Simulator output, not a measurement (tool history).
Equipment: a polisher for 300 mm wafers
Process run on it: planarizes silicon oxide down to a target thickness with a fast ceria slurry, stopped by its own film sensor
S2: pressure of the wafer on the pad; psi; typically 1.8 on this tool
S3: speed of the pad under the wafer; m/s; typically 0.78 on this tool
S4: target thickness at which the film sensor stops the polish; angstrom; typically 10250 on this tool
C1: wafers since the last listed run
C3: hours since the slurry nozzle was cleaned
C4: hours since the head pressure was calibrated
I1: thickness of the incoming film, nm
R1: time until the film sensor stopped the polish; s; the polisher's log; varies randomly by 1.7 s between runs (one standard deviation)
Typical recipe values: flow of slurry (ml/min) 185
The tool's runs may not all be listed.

run 1 day=0 | flow_of_slurry_(ml/min)=185 S2=1.8 S3=0.72 S4=10250 | C1=0 wafers_polished_on_this_pad=275 C3=217.1 C4=235.9 | I1=1718.3 | R1=106.3
run 2 day=1.392 | flow_of_slurry_(ml/min)=185 S2=1.8 S3=0.72 S4=10250 | C1=330 wafers_polished_on_this_pad=606 C3=250.5 C4=269.3 | I1=1751.1 | R1=114.3
run 3 day=2.8 | flow_of_slurry_(ml/min)=185 S2=1.8 S3=0.78 S4=10250 | C1=334 wafers_polished_on_this_pad=940 C3=284.3 C4=303.1 | I1=1699.7 | R1=100.9
run 4 day=3.475 | flow_of_slurry_(ml/min)=185 S2=1.8 S3=0.78 S4=10250 | C1=160 wafers_polished_on_this_pad=1100 C3=300.5 C4=319.3 | I1=1755.2 | R1=109.8
-- day=4.796 worn pad replaced by a new one
run 5 day=4.825 | flow_of_slurry_(ml/min)=185 S2=1.8 S3=0.78 S4=10250 | C1=281 wafers_polished_on_this_pad=6 C3=332.9 C4=351.7 | I1=1720.5 | R1=93.2
run 6 day=5.571 | flow_of_slurry_(ml/min)=185 S2=1.8 S3=0.78 S4=10250 | C1=177 wafers_polished_on_this_pad=184 C3=350.8 C4=369.6 | I1=1724.4 | R1=100.9
run 7 day=6.967 | flow_of_slurry_(ml/min)=185 S2=1.8 S3=0.78 S4=10250 | C1=331 wafers_polished_on_this_pad=515 C3=384.3 C4=403.1 | I1=1706.1 | R1=98.4
run 8 day=7.654 | flow_of_slurry_(ml/min)=185 S2=1.8 S3=0.78 S4=10250 | C1=163 wafers_polished_on_this_pad=678 C3=400.8 C4=419.6 | I1=1726.1 | R1=105.5
-- day=8.746 head pressure recalibrated
run 9 day=9.038 | flow_of_slurry_(ml/min)=185 S2=1.8 S3=0.78 S4=10250 | C1=308 wafers_polished_on_this_pad=987 C3=434 C4=7 | I1=1725.2 | R1=108.1
run 10 day=9.604 | flow_of_slurry_(ml/min)=185 S2=1.8 S3=0.78 S4=11580 | C1=134 wafers_polished_on_this_pad=1122 C3=447.6 C4=20.6 | I1=1755.5 | R1=91.3
-- day=10.554 worn pad replaced by a new one
run 11 day=11.033 | flow_of_slurry_(ml/min)=185 S2=1.8 S3=0.78 S4=11580 | C1=299 wafers_polished_on_this_pad=113 C3=481.9 C4=54.9 | I1=1707.4 | R1=73.7
run 12 day=11.558 | flow_of_slurry_(ml/min)=185 S2=1.8 S3=0.78 S4=11580 | C1=124 wafers_polished_on_this_pad=238 C3=494.5 C4=67.5 | I1=1721.7 | R1=79.3
run 13 day=12.271 | flow_of_slurry_(ml/min)=185 S2=1.8 S3=0.78 S4=10250 | C1=169 wafers_polished_on_this_pad=407 C3=511.6 C4=84.6 | I1=1726.1 | R1=98.5
run 14 day=13.696 | flow_of_slurry_(ml/min)=185 S2=1.8 S3=0.78 S4=10250 | C1=338 wafers_polished_on_this_pad=746 C3=545.8 C4=118.8 | I1=1707.4 | R1=101.9
run 15 day=15.088 | flow_of_slurry_(ml/min)=185 S2=1.8 S3=0.86 S4=11470 | C1=330 wafers_polished_on_this_pad=1076 C3=579.2 C4=152.2 | I1=1736.5 | R1=82.2
-- day=15.746 worn pad replaced by a new one
run 16 day=16.483 | flow_of_slurry_(ml/min)=185 S2=1.8 S3=0.78 S4=10250 | C1=291 wafers_polished_on_this_pad=175 C3=612.7 C4=185.7 | I1=1700.3 | R1=93.1
run 17 day=17.362 | flow_of_slurry_(ml/min)=185 S2=1.8 S3=0.58 S4=10250 | C1=208 wafers_polished_on_this_pad=384 C3=633.8 C4=206.8 | I1=1730 | R1=128.1
run 18 day=18.292 | flow_of_slurry_(ml/min)=185 S2=1.8 S3=0.78 S4=9040 | C1=220 wafers_polished_on_this_pad=604 C3=656.1 C4=229.1 | I1=1691 | R1=116.2
run 19 day=19.242 | flow_of_slurry_(ml/min)=185 S2=1.5 S3=0.78 S4=10250 | C1=225 wafers_polished_on_this_pad=830 C3=678.9 C4=251.9 | I1=1739.1 | R1=117.6
run 20 day=20.504 | flow_of_slurry_(ml/min)=210 S2=1.8 S3=0.9 S4=10250 | C1=299 wafers_polished_on_this_pad=1130 C3=709.2 C4=282.2 | I1=1752.7 | R1=93.9
-- day=20.738 worn pad replaced by a new one
run 21 day=21.308 | flow_of_slurry_(ml/min)=185 S2=1.8 S3=0.78 S4=10250 | C1=151 wafers_polished_on_this_pad=135 C3=728.5 C4=301.5 | I1=1712.4 | R1=93.3
-- day=21.921 slurry nozzle cleaned
run 22 day=22.588 | flow_of_slurry_(ml/min)=185 S2=1.8 S3=0.78 S4=10250 | C1=293 wafers_polished_on_this_pad=429 C3=16 C4=332.2 | I1=1751.6 | R1=106.4
run 23 day=23.588 | flow_of_slurry_(ml/min)=185 S2=1.8 S3=0.98 S4=10250 | C1=237 wafers_polished_on_this_pad=667 C3=40 C4=356.2 | I1=1711.3 | R1=83.7
run 24 day=24.571 | flow_of_slurry_(ml/min)=155 S2=1.8 S3=0.54 S4=10250 | C1=233 wafers_polished_on_this_pad=900 C3=63.6 C4=379.8 | I1=1729 | R1=150.8
run 25 day=25.662 | flow_of_slurry_(ml/min)=120 S2=2.4 S3=0.78 S4=10250 | C1=259 wafers_polished_on_this_pad=1159 C3=89.8 C4=406 | I1=1707.1 | R1=88.3
run 26 day=26.929 | flow_of_slurry_(ml/min)=185 S2=1.8 S3=1.02 S4=9290 | C1=300 wafers_polished_on_this_pad=1460 C3=120.2 C4=436.4 | I1=1723 | R1=93.5
-- day=27.221 worn pad replaced by a new one
run 27 day=27.779 | flow_of_slurry_(ml/min)=210 S2=1.8 S3=0.78 S4=7850 | C1=162 wafers_polished_on_this_pad=132 C3=140.6 C4=456.8 | I1=1703.7 | R1=122
-- day=28.175 head pressure recalibrated
run 28 day=28.812 | flow_of_slurry_(ml/min)=205 S2=1.8 S3=0.96 S4=12170 | C1=225 wafers_polished_on_this_pad=358 C3=165.4 C4=15.3 | I1=1759.7 | R1=61.4

5 ways to go on from here, each from the tool as it stands after run 28. What would each give?
run A day=28.833 | flow_of_slurry_(ml/min)=185 S2=1.8 S3=0.9 S4=10250 | C1=4 wafers_polished_on_this_pad=363 C3=165.9 C4=15.8 | I1=1732.5 | R1=?
run B day=28.833 | flow_of_slurry_(ml/min)=215 S2=2.4 S3=0.58 S4=7970 | C1=4 wafers_polished_on_this_pad=363 C3=165.9 C4=15.8 | I1=1732.5 | R1=?
run C day=28.833 | flow_of_slurry_(ml/min)=155 S2=1.8 S3=0.78 S4=8360 | C1=4 wafers_polished_on_this_pad=363 C3=165.9 C4=15.8 | I1=1732.5 | R1=?
run D day=28.833 | flow_of_slurry_(ml/min)=230 S2=2 S3=0.54 S4=10250 | C1=4 wafers_polished_on_this_pad=363 C3=165.9 C4=15.8 | I1=1732.5 | R1=?
run E day=28.833 | flow_of_slurry_(ml/min)=185 S2=1.8 S3=0.68 S4=10250 | C1=4 wafers_polished_on_this_pad=363 C3=165.9 C4=15.8 | I1=1732.5 | R1=?

run=A R1=89.8
run=B R1=142.1
run=C R1=132.5
run=D R1=127.9
run=E R1=115.1
Had the tool no hidden state, the same runs would have come out as:
run=A R1=83
run=B R1=131.4
run=C R1=122.5
run=D R1=118.3
run=E R1=106.5

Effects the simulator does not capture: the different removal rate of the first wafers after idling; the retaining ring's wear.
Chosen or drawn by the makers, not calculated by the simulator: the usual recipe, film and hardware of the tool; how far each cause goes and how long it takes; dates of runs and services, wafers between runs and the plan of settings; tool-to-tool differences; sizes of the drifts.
